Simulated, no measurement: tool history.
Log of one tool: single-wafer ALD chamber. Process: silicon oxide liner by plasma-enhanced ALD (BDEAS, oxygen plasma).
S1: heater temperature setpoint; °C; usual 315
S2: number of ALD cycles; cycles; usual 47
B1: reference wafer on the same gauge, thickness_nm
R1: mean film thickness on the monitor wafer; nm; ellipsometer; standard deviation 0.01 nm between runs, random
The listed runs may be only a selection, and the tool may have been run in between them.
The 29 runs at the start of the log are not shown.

run,hour,S1,S2,B1,R1
30,1390.2,310,41,3.74,3.589
31,1433.6,315,47,3.74,4.081
32,1462,308,55,3.742,4.818
33,1610.9,300,54,3.742,4.88
34,1674.7,325,52,3.74,4.458
# hour 1699.8: thermocouple changed; heater temperature recalibrated
35,1735.5,308,41,3.741,3.566
36,1799.4,320,40,3.737,3.423
37,1864.4,301,56,3.742,4.952
38,1926.6,319,47,3.741,4.038
39,1997.7,315,47,3.742,4.034
40,2057.4,315,47,3.742,4.057
41,2098.4,302,50,3.74,4.42
42,2136,315,38,3.736,3.278
43,2195.1,315,47,3.742,4.077
44,2230.3,321,55,3.738,4.719

Here are 5 independent what-if runs from the current tool condition. What would each one return?
A,2230.8,323,47,?,?
B,2230.8,303,40,?,?
C,2230.8,326,52,?,?
D,2230.8,321,47,?,?
E,2230.8,315,39,?,?

run,B1,R1
A,3.744,4.026
B,3.744,3.549
C,3.744,4.432
D,3.744,4.039
E,3.744,3.385
Had the tool no hidden state, the same runs would have come out as:
run,R1
A,4.011
B,3.526
C,4.416
D,4.024
E,3.372
